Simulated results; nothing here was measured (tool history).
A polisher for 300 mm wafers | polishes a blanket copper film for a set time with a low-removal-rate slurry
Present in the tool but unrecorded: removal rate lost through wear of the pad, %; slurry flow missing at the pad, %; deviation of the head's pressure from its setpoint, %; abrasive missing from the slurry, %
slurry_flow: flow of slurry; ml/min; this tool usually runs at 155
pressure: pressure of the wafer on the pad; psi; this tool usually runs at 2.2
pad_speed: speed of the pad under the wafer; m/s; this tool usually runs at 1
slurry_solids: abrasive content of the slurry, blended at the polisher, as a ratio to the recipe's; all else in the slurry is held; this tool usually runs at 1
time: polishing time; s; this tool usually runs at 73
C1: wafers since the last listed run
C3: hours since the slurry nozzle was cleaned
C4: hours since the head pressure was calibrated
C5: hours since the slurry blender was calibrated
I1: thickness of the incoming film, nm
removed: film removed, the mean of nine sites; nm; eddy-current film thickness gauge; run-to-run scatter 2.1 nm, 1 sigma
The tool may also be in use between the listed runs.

run 1 day=0 | slurry_flow=155 pressure=2.2 pad_speed=1 slurry_solids=1 time=73 | C1=0 wafers_polished_on_this_pad=984 C3=443.7 C4=418.2 C5=468 | I1=669.5 | removed=142.6
-- day=0.329 slurry nozzle cleaned
-- day=2.388 slurry blender recalibrated
run 2 day=3.438 | slurry_flow=155 pressure=2.2 pad_speed=1 slurry_solids=1 time=73 | C1=842 wafers_polished_on_this_pad=1827 C3=74.6 C4=500.7 C5=25.2 | I1=689.7 | removed=152.5
-- day=5.838 head pressure recalibrated
run 3 day=6.792 | slurry_flow=155 pressure=2.2 pad_speed=1 slurry_solids=1 time=73 | C1=831 wafers_polished_on_this_pad=2658 C3=155.1 C4=22.9 C5=105.7 | I1=668.4 | removed=153.8
run 4 day=10.412 | slurry_flow=155 pressure=2.2 pad_speed=1 slurry_solids=1 time=73 | C1=920 wafers_polished_on_this_pad=3579 C3=242 C4=109.8 C5=192.6 | I1=675 | removed=152.6
-- day=13.471 worn pad replaced by a new one
run 5 day=13.492 | slurry_flow=155 pressure=2.2 pad_speed=1 slurry_solids=1 time=73 | C1=740 wafers_polished_on_this_pad=5 C3=315.9 C4=183.7 C5=266.5 | I1=676 | removed=150.3
run 6 day=16.496 | slurry_flow=175 pressure=2.2 pad_speed=1 slurry_solids=1 time=73 | C1=763 wafers_polished_on_this_pad=769 C3=388 C4=255.8 C5=338.6 | I1=687.2 | removed=153.6
-- day=18.404 slurry nozzle cleaned
run 7 day=19.817 | slurry_flow=175 pressure=2.2 pad_speed=1 slurry_solids=1 time=73 | C1=833 wafers_polished_on_this_pad=1603 C3=33.9 C4=335.5 C5=418.3 | I1=691.9 | removed=150.7
-- day=21.346 slurry blender recalibrated
run 8 day=21.954 | slurry_flow=175 pressure=2.2 pad_speed=1 slurry_solids=1 time=73 | C1=522 wafers_polished_on_this_pad=2125 C3=85.2 C4=386.8 C5=14.6 | I1=684.1 | removed=136.2
run 9 day=26.133 | slurry_flow=155 pressure=2.2 pad_speed=1 slurry_solids=1 time=73 | C1=1062 wafers_polished_on_this_pad=3188 C3=185.5 C4=487.1 C5=114.9 | I1=686.2 | removed=128.3
-- day=29.379 worn pad replaced by a new one
-- day=29.462 head pressure recalibrated
run 10 day=29.788 | slurry_flow=155 pressure=2.5 pad_speed=1 slurry_solids=1 time=73 | C1=865 wafers_polished_on_this_pad=82 C3=273.2 C4=7.8 C5=202.6 | I1=670.6 | removed=150.7
run 11 day=32.079 | slurry_flow=155 pressure=2.5 pad_speed=1 slurry_solids=1 time=73 | C1=582 wafers_polished_on_this_pad=665 C3=328.2 C4=62.8 C5=257.6 | I1=678.2 | removed=141.8
-- day=35.496 slurry nozzle cleaned
-- day=35.917 slurry blender recalibrated, repeated, since the last time left the tool worse
run 12 day=36.421 | slurry_flow=155 pressure=2.5 pad_speed=1 slurry_solids=1 time=73 | C1=1072 wafers_polished_on_this_pad=1737 C3=22.2 C4=167 C5=12.1 | I1=679.1 | removed=176.7
run 13 day=39.462 | slurry_flow=155 pressure=2.2 pad_speed=1 slurry_solids=0.9 time=73 | C1=773 wafers_polished_on_this_pad=2510 C3=95.2 C4=240 C5=85.1 | I1=678.8 | removed=152.2
run 14 day=41.083 | slurry_flow=155 pressure=2.4 pad_speed=1.36 slurry_solids=0.8 time=61 | C1=412 wafers_polished_on_this_pad=2922 C3=134.1 C4=278.9 C5=124 | I1=675.7 | removed=174
run 15 day=42.717 | slurry_flow=180 pressure=1.5 pad_speed=1.1 slurry_solids=0.8 time=73 | C1=415 wafers_polished_on_this_pad=3338 C3=173.3 C4=318.1 C5=163.2 | I1=685.2 | removed=110.5
run 16 day=46.008 | slurry_flow=175 pressure=1.8 pad_speed=0.84 slurry_solids=1 time=86 | C1=836 wafers_polished_on_this_pad=4175 C3=252.3 C4=397.1 C5=242.2 | I1=684.4 | removed=124.8
-- day=46.617 worn pad replaced by a new one
run 17 day=47.688 | slurry_flow=155 pressure=1.9 pad_speed=1 slurry_solids=0.75 time=73 | C1=384 wafers_polished_on_this_pad=271 C3=292.6 C4=437.4 C5=282.5 | I1=684 | removed=118.5
-- day=50.333 slurry nozzle cleaned
-- day=50.912 head pressure recalibrated
run 18 day=50.933 | slurry_flow=155 pressure=2.2 pad_speed=0.88 slurry_solids=1 time=73 | C1=793 wafers_polished_on_this_pad=1065 C3=14.4 C4=0.5 C5=360.4 | I1=678.6 | removed=132
-- day=55.792 slurry blender recalibrated
run 19 day=62.383 | slurry_flow=175 pressure=2.2 pad_speed=1 slurry_solids=1 time=73 | C1=2890 wafers_polished_on_this_pad=3955 C3=289.2 C4=275.3 C5=158.2 | I1=670.5 | removed=153.5
-- day=62.608 worn pad replaced by a new one
run 20 day=65.179 | slurry_flow=175 pressure=2.2 pad_speed=1 slurry_solids=1 time=73 | C1=668 wafers_polished_on_this_pad=653 C3=356.3 C4=342.4 C5=225.3 | I1=694.7 | removed=157.7
-- day=67.175 slurry nozzle cleaned
run 21 day=68.362 | slurry_flow=155 pressure=2.2 pad_speed=1.2 slurry_solids=0.9 time=73 | C1=798 wafers_polished_on_this_pad=1452 C3=28.5 C4=418.8 C5=301.7 | I1=675.8 | removed=171.1
run 22 day=71.042 | slurry_flow=155 pressure=1.6 pad_speed=1 slurry_solids=0.75 time=73 | C1=681 wafers_polished_on_this_pad=2133 C3=92.8 C4=483.1 C5=366 | I1=673.2 | removed=98.8
run 23 day=73.875 | slurry_flow=185 pressure=2 pad_speed=1 slurry_solids=1 time=73 | C1=720 wafers_polished_on_this_pad=2854 C3=160.8 C4=551.1 C5=434 | I1=679.9 | removed=133.9
-- day=74.5 head pressure recalibrated
-- day=74.917 slurry blender recalibrated
run 24 day=76.421 | slurry_flow=155 pressure=2.2 pad_speed=1 slurry_solids=1 time=73 | C1=604 wafers_polished_on_this_pad=3459 C3=221.9 C4=46.1 C5=36.1 | I1=681.9 | removed=156
-- day=78.154 worn pad replaced by a new one
run 25 day=80.638 | slurry_flow=155 pressure=2.2 pad_speed=1.22 slurry_solids=1.25 time=54 | C1=1029 wafers_polished_on_this_pad=631 C3=323.1 C4=147.3 C5=137.3 | I1=677.2 | removed=144.6
run 26 day=82.367 | slurry_flow=180 pressure=1.9 pad_speed=1 slurry_solids=1 time=73 | C1=439 wafers_polished_on_this_pad=1070 C3=364.6 C4=188.8 C5=178.8 | I1=678.4 | removed=132.5

Predict each of these 5 candidate next runs independently; none follows another, all start after run 26:
run A day=82.383 | slurry_flow=155 pressure=2.2 pad_speed=0.86 slurry_solids=1 time=73 | C1=4 wafers_polished_on_this_pad=1074 C3=365 C4=189.2 C5=179.2 | I1=691.6 | removed=?
run B day=82.383 | slurry_flow=155 pressure=2.2 pad_speed=1.1 slurry_solids=1 time=86 | C1=4 wafers_polished_on_this_pad=1074 C3=365 C4=189.2 C5=179.2 | I1=691.6 | removed=?
run C day=82.383 | slurry_flow=155 pressure=1.9 pad_speed=1 slurry_solids=1 time=73 | C1=4 wafers_polished_on_this_pad=1074 C3=365 C4=189.2 C5=179.2 | I1=691.6 | removed=?
run D day=82.383 | slurry_flow=180 pressure=2.7 pad_speed=1 slurry_solids=1 time=52 | C1=4 wafers_polished_on_this_pad=1074 C3=365 C4=189.2 C5=179.2 | I1=691.6 | removed=?
run E day=82.383 | slurry_flow=185 pressure=2.9 pad_speed=0.76 slurry_solids=1 time=73 | C1=4 wafers_polished_on_this_pad=1074 C3=365 C4=189.2 C5=179.2 | I1=691.6 | removed=?

run=A removed=129.4
run=B removed=195
run=C removed=129.9
run=D removed=134.9
run=E removed=155.3
Had the tool no hidden state, the same runs would have come out as:
run=A removed=130.9
run=B removed=197.2
run=C removed=131.5
run=D removed=136.5
run=E removed=157.1

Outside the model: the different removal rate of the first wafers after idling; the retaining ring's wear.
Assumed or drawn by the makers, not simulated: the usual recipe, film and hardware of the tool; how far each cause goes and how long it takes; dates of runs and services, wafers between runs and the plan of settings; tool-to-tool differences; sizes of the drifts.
